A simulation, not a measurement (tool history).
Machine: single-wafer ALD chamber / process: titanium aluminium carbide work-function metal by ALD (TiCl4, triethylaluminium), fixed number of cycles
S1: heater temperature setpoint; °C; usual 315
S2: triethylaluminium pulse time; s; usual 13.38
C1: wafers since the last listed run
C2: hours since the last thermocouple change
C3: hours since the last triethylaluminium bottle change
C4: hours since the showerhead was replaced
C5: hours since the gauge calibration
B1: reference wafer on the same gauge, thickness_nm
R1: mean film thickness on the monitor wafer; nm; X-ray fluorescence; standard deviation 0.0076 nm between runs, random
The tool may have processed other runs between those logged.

Run 1, hour 0: usual settings but S2 12.07 s; C1 0; C2 964.7; C3 874.5; C4 7050; C5 2098; B1 2.45. Result: R1 2.305 nm.
Run 2, hour 67: usual settings; C1 479; C2 1031.7; C3 941.5; C4 7117; C5 2165; B1 2.449. Result: R1 2.323 nm.
Run 3, hour 132.9: usual settings; C1 471; C2 1097.6; C3 1007.4; C4 7182.9; C5 2230.9; B1 2.45. Result: R1 2.314 nm.
Run 4, hour 168.5: usual settings; C1 254; C2 1133.2; C3 1043; C4 7218.5; C5 2266.5; B1 2.451. Result: R1 2.313 nm.
At hour 169.2: gauge calibrated.
Run 5, hour 235.7: usual settings but S2 17.38 s; C1 480; C2 1200.4; C3 1110.2; C4 7285.7; C5 66.5; B1 2.45. Result: R1 2.364 nm.
Run 6, hour 271.3: usual settings but S2 17.38 s; C1 254; C2 1236; C3 1145.8; C4 7321.3; C5 102.1; B1 2.451. Result: R1 2.361 nm.
Run 7, hour 310.7: usual settings but S2 17.38 s; C1 281; C2 1275.4; C3 1185.2; C4 7360.7; C5 141.5; B1 2.448. Result: R1 2.372 nm.
Run 8, hour 343.3: usual settings but S1 311 °C; C1 233; C2 1308; C3 1217.8; C4 7393.3; C5 174.1; B1 2.453. Result: R1 2.286 nm.
Run 9, hour 504.9: usual settings but S1 311 °C; C1 1155; C2 1469.6; C3 1379.4; C4 7554.9; C5 335.7; B1 2.452. Result: R1 2.291 nm.
Run 10, hour 561.6: usual settings; C1 405; C2 1526.3; C3 1436.1; C4 7611.6; C5 392.4; B1 2.452. Result: R1 2.316 nm.
Run 11, hour 588.5: usual settings but S2 14.97 s; C1 192; C2 1553.2; C3 1463; C4 7638.5; C5 419.3; B1 2.446. Result: R1 2.352 nm.
At hour 612.2: triethylaluminium bottle replaced.
Run 12, hour 628.8: usual settings but S1 301 °C, S2 18 s; C1 231; C2 1593.5; C3 16.6; C4 7678.8; C5 459.6; B1 2.45. Result: R1 2.269 nm.
At hour 653.8: thermocouple changed; heater temperature recalibrated.
Run 13, hour 670.1: usual settings but S1 326 °C, S2 9 s; C1 238; C2 16.3; C3 57.9; C4 7720.1; C5 500.9; B1 2.451. Result: R1 2.352 nm.
At hour 719.9: showerhead replaced.
Run 14, hour 738.9: usual settings; C1 434; C2 85.1; C3 126.7; C4 19; C5 569.7; B1 2.449. Result: R1 2.313 nm.
Run 15, hour 785.7: usual settings but S1 322 °C, S2 15.46 s; C1 334; C2 131.9; C3 173.5; C4 65.8; C5 616.5; B1 2.453. Result: R1 2.407 nm.
Run 16, hour 824.4: usual settings but S1 303 °C, S2 11.54 s; C1 276; C2 170.6; C3 212.2; C4 104.5; C5 655.2; B1 2.447. Result: R1 2.177 nm.
Run 17, hour 854.6: usual settings but S2 10.52 s; C1 215; C2 200.8; C3 242.4; C4 134.7; C5 685.4; B1 2.449. Result: R1 2.283 nm.
Run 18, hour 920.2: usual settings but S2 16.13 s; C1 469; C2 266.4; C3 308; C4 200.3; C5 751; B1 2.452. Result: R1 2.324 nm.
Run 19, hour 962.2: usual settings; C1 300; C2 308.4; C3 350; C4 242.3; C5 793; B1 2.452. Result: R1 2.315 nm.
Run 20, hour 1009.7: usual settings but S1 325 °C, S2 10.19 s; C1 339; C2 355.9; C3 397.5; C4 289.8; C5 840.5; B1 2.455. Result: R1 2.35 nm.
Run 21, hour 1064.3: usual settings but S1 321 °C, S2 16.39 s; C1 390; C2 410.5; C3 452.1; C4 344.4; C5 895.1; B1 2.451. Result: R1 2.387 nm.
Run 22, hour 1107.3: usual settings but S1 321 °C, S2 17.69 s; C1 307; C2 453.5; C3 495.1; C4 387.4; C5 938.1; B1 2.451. Result: R1 2.391 nm.
Run 23, hour 1132.2: usual settings; C1 178; C2 478.4; C3 520; C4 412.3; C5 963; B1 2.45. Result: R1 2.297 nm.
Run 24, hour 1192.5: usual settings but S1 321 °C, S2 16.43 s; C1 431; C2 538.7; C3 580.3; C4 472.6; C5 1023.3; B1 2.449. Result: R1 2.393 nm.
Run 25, hour 1258.3: usual settings but S1 328 °C, S2 17.73 s; C1 470; C2 604.5; C3 646.1; C4 538.4; C5 1089.1; B1 2.45. Result: R1 2.465 nm.
Run 26, hour 1304.3: usual settings; C1 329; C2 650.5; C3 692.1; C4 584.4; C5 1135.1; B1 2.45. Result: R1 2.3 nm.
Run 27, hour 1336.2: usual settings but S1 321 °C, S2 16.39 s; C1 228; C2 682.4; C3 724; C4 616.3; C5 1167; B1 2.45. Result: R1 2.379 nm.
Run 28, hour 1372.2: usual settings; C1 257; C2 718.4; C3 760; C4 652.3; C5 1203; B1 2.448. Result: R1 2.301 nm.
Run 29, hour 1435: usual settings but S2 15.25 s; C1 449; C2 781.2; C3 822.8; C4 715.1; C5 1265.8; B1 2.452. Result: R1 2.328 nm.
Run 30, hour 1477.6: usual settings; C1 304; C2 823.8; C3 865.4; C4 757.7; C5 1308.4; B1 2.45. Result: R1 2.301 nm.
Run 31, hour 1514.2: usual settings but S1 327 °C, S2 14.98 s; C1 261; C2 860.4; C3 902; C4 794.3; C5 1345; B1 2.455. Result: R1 2.438 nm.
Run 32, hour 1557.2: usual settings but S1 309 °C, S2 8.15 s; C1 307; C2 903.4; C3 945; C4 837.3; C5 1388; B1 2.449. Result: R1 2.118 nm.

Some steps in R1 between neighbouring runs. How much of each would the tool show without its hidden state too (settings, what came in, random variation), and how much is left for the hidden state, with any gauge scatter that isn't in both results?
Hidden state at play: wafer temperature above the value expected at the setpoint (K); triethylaluminium dose above that of a fresh bottle (%); gauge reads high (%).
Run 11 -> 12: S1 315 -> 301, S2 14.97 -> 18, triethylaluminium bottle replaced. R1 -0.083 nm: hidden state +0.037, all else -0.12.
Run 12 -> 13: S1 301 -> 326, S2 18 -> 9, thermocouple changed; heater temperature recalibrated. R1 +0.083 nm: hidden state -0.069, all else +0.152.
Run 15 -> 16: S1 322 -> 303, S2 15.46 -> 11.54. R1 -0.23 nm: hidden state -0.005, all else -0.225.
Run 25 -> 26: S1 328 -> 315, S2 17.73 -> 13.38. R1 -0.165 nm: hidden state -0.01, all else -0.155.
Run 31 -> 32: S1 327 -> 309, S2 14.98 -> 8.15. R1 -0.32 nm: hidden state -0.052, all else -0.268.
